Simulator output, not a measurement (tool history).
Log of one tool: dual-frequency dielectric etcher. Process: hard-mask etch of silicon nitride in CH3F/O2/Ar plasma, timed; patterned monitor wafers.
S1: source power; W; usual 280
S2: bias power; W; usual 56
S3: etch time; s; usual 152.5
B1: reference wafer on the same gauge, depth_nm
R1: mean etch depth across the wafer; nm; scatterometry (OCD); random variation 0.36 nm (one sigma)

run	hour	S1	S2	S3	B1	R1
1	0.0	280	56	152.5	76.3	86.3
2	29.6	280	56	152.5	76.2	85.4
3	56.8	280	56	152.5	76.2	85.2
4	90.3	280	56	152.5	76.2	85.0
5	118.0	280	56	152.5	76.2	85.1
6	132.3	280	56	152.5	76.1	85.6
7	153.2	280	56	152.5	76.3	84.2
8	172.2	280	56	187.0	76.3	104.0
9	202.8	280	56	152.5	76.2	85.0
10	226.7	280	56	152.5	76.2	84.5
# hour 232.5: bias power generator calibrated
11	244.6	280	69	128.0	76.2	77.2
# hour 330.6: wet clean of the chamber
12	331.1	320	56	152.5	76.2	88.9
13	349.5	250	56	192.5	76.2	104.6
14	378.8	260	70	110.0	76.3	65.8
15	391.8	280	43	152.5	76.2	77.5
16	419.9	280	46	126.0	76.2	65.0
# hour 424.9: gauge calibrated
17	453.8	340	50	121.5	76.3	69.5
18	489.2	240	56	110.0	76.2	58.8

Forecast run 19:
19	505.5	280	56	152.5	?	?

{"run 19": {"B1": 76.2, "R1": 85.4}}
Without the tool's hidden state the same run would have given R1 86.2 nm.
